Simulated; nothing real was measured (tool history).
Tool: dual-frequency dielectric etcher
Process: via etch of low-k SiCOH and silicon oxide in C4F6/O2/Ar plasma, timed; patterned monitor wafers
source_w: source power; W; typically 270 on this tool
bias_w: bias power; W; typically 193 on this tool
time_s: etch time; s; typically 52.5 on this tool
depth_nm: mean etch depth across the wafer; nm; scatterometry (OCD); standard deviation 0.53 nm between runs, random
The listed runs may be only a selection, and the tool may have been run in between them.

run	hour	source_w	bias_w	time_s	read-back reference wafer on the same gauge, depth_nm	depth_nm
1	0	270	193	52.5	139	132.6
2	33	270	193	52.5	138.6	133.4
3	48.7	270	193	52.5	138.4	132.3
4	70.7	230	173	52.5	138.5	123.6
5	86.3	230	173	52.5	138.3	123.8
6	101.2	230	173	52.5	138.2	123.7
7	121.8	270	193	62	137.9	157
8	135.2	270	193	62	138	156.3
9	156.8	270	193	62	137.4	156.1
# hour 166.7: gauge calibrated
10	188.1	270	182	52.5	140	132.4
# hour 204.4: bias power generator calibrated
# hour 215: wet clean of the chamber
11	221.6	270	171	52.5	140	129.5
12	238.4	200	171	52.5	140.2	121.6
13	263.3	270	163	64.5	139.9	157.7
14	276.1	270	193	52.5	139.8	133.9
15	294.1	320	216	37.5	139.6	103.1
# hour 337.4: source power generator calibrated
# hour 351: upper electrode replaced
16	351.9	270	193	52.5	139.7	133.6
17	366.4	300	169	52.5	139.5	132
18	399.9	340	220	37	139.3	103.5
19	417	300	193	52.5	138.9	137.5
20	449.4	270	193	52.5	138.8	133.6
21	473	230	193	52.5	139	127.7

Here are 5 independent what-if runs from the current tool condition. What would each one return?
A	473.4	270	193	52.5	?	?
B	473.4	270	216	52.5	?	?
C	473.4	220	226	52.5	?	?
D	473.4	270	147	52.5	?	?
E	473.4	300	223	64.5	?	?

run	read-back reference wafer on the same gauge, depth_nm	depth_nm
A	138.7	133.4
B	138.7	137.6
C	138.7	132.8
D	138.7	124.3
E	138.7	175.2
With the hidden condition removed and each run's random variation left untouched, the same runs would have given:
run	depth_nm
A	134.6
B	138.9
C	134
D	125.5
E	176.8

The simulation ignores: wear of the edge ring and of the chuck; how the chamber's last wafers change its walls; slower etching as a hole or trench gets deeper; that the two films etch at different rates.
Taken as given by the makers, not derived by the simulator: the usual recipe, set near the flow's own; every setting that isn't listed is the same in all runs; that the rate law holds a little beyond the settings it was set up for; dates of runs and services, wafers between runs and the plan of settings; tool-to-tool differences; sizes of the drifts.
